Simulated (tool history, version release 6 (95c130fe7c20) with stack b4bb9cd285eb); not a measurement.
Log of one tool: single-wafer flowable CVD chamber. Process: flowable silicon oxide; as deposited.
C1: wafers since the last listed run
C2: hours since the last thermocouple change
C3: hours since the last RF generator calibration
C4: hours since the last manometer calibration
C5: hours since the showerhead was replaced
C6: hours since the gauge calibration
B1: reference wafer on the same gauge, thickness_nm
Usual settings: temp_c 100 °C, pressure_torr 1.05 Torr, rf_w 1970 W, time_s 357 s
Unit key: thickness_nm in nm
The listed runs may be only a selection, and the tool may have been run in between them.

Run 1, hour 0.0: usual settings; C1 0; C2 2075.9; C3 959.7; C4 1363.9; C5 4397.0; C6 436.6; B1 358.278. Result: thickness_nm 331.830 nm.
Run 2, hour 105.3: usual settings; C1 610; C2 2181.2; C3 1065.0; C4 1469.2; C5 4502.3; C6 541.9; B1 358.144. Result: thickness_nm 333.388 nm.
Run 3, hour 157.3: usual settings but pressure_torr 0.97 Torr; C1 301; C2 2233.2; C3 1117.0; C4 1521.2; C5 4554.3; C6 593.9; B1 358.344. Result: thickness_nm 307.697 nm.
Run 4, hour 260.3: usual settings but pressure_torr 0.97 Torr; C1 597; C2 2336.2; C3 1220.0; C4 1624.2; C5 4657.3; C6 696.9; B1 357.870. Result: thickness_nm 308.000 nm.
Run 5, hour 351.4: usual settings but pressure_torr 0.97 Torr; C1 528; C2 2427.3; C3 1311.1; C4 1715.3; C5 4748.4; C6 788.0; B1 358.375. Result: thickness_nm 308.199 nm.
Run 6, hour 416.5: usual settings but temp_c 109 °C, time_s 329 s; C1 377; C2 2492.4; C3 1376.2; C4 1780.4; C5 4813.5; C6 853.1; B1 357.686. Result: thickness_nm 229.055 nm.
Run 7, hour 466.0: usual settings but pressure_torr 1.18 Torr, time_s 375 s; C1 287; C2 2541.9; C3 1425.7; C4 1829.9; C5 4863.0; C6 902.6; B1 357.863. Result: thickness_nm 391.198 nm.
At hour 524.0: thermocouple changed; heater temperature recalibrated.
Run 8, hour 558.3: usual settings; C1 489; C2 34.3; C3 1518.0; C4 1922.2; C5 4955.3; C6 994.9; B1 358.516. Result: thickness_nm 333.493 nm.
Run 9, hour 646.3: usual settings; C1 510; C2 122.3; C3 1606.0; C4 2010.2; C5 5043.3; C6 1082.9; B1 357.792. Result: thickness_nm 333.569 nm.
At hour 654.4: capacitance manometer re-zeroed and calibrated.
Run 10, hour 739.1: usual settings but rf_w 1780 W; C1 491; C2 215.1; C3 1698.8; C4 84.7; C5 5136.1; C6 1175.7; B1 358.046. Result: thickness_nm 321.565 nm.
Run 11, hour 842.4: usual settings but pressure_torr 1.27 Torr; C1 599; C2 318.4; C3 1802.1; C4 188.0; C5 5239.4; C6 1279.0; B1 357.699. Result: thickness_nm 401.550 nm.
Run 12, hour 934.2: usual settings but temp_c 92 °C; C1 532; C2 410.2; C3 1893.9; C4 279.8; C5 5331.2; C6 1370.8; B1 358.100. Result: thickness_nm 431.907 nm.
Run 13, hour 986.2: usual settings but temp_c 109 °C, time_s 329 s; C1 301; C2 462.2; C3 1945.9; C4 331.8; C5 5383.2; C6 1422.8; B1 357.817. Result: thickness_nm 228.246 nm.
Run 14, hour 1045.1: usual settings but temp_c 95 °C, rf_w 2150 W, time_s 401 s; C1 341; C2 521.1; C3 2004.8; C4 390.7; C5 5442.1; C6 1481.7; B1 357.972. Result: thickness_nm 452.971 nm.
Run 15, hour 1091.8: usual settings; C1 270; C2 567.8; C3 2051.5; C4 437.4; C5 5488.8; C6 1528.4; B1 357.551. Result: thickness_nm 333.616 nm.
Run 16, hour 1146.1: usual settings but temp_c 94 °C, pressure_torr 0.81 Torr; C1 315; C2 622.1; C3 2105.8; C4 491.7; C5 5543.1; C6 1582.7; B1 358.085. Result: thickness_nm 309.202 nm.
Run 17, hour 1193.3: usual settings but rf_w 1590 W; C1 273; C2 669.3; C3 2153.0; C4 538.9; C5 5590.3; C6 1629.9; B1 358.139. Result: thickness_nm 301.398 nm.
Run 18, hour 1261.0: usual settings; C1 392; C2 737.0; C3 2220.7; C4 606.6; C5 5658.0; C6 1697.6; B1 358.006. Result: thickness_nm 333.132 nm.
Run 19, hour 1331.5: usual settings but rf_w 2070 W; C1 408; C2 807.5; C3 2291.2; C4 677.1; C5 5728.5; C6 1768.1; B1 357.908. Result: thickness_nm 338.761 nm.
Run 20, hour 1400.9: usual settings; C1 402; C2 876.9; C3 2360.6; C4 746.5; C5 5797.9; C6 1837.5; B1 358.149. Result: thickness_nm 332.967 nm.
At hour 1483.9: RF generator calibrated.
At hour 1558.1: gauge calibrated.
Run 21, hour 1602.5: usual settings but pressure_torr 1.16 Torr, time_s 424 s; C1 1123; C2 1078.5; C3 118.6; C4 948.1; C5 5999.5; C6 44.4; B1 358.143. Result: thickness_nm 437.499 nm.
At hour 1658.7: showerhead replaced.
Run 22, hour 1659.2: usual settings but pressure_torr 0.87 Torr, rf_w 2145 W; C1 282; C2 1135.2; C3 175.3; C4 1004.8; C5 0.5; C6 101.1; B1 358.471. Result: thickness_nm 279.958 nm.
Run 23, hour 1982.2: usual settings but pressure_torr 1.19 Torr; C1 1873; C2 1458.2; C3 498.3; C4 1327.8; C5 323.5; C6 424.1; B1 358.192. Result: thickness_nm 375.346 nm.

Estimate the outcome of run 24 from the log above:
Run 24, hour 2044.9: usual settings but pressure_torr 0.89 Torr, time_s 286 s; C1 363; C2 1520.9; C3 561.0; C4 1390.5; C5 386.2; C6 486.8; B1 ?. Result: thickness_nm ?.

Run 24 yielded B1 357.970, thickness_nm 224.673 nm.
The same run, on a tool lacking any hidden state, would have yielded thickness_nm 224.673 nm.
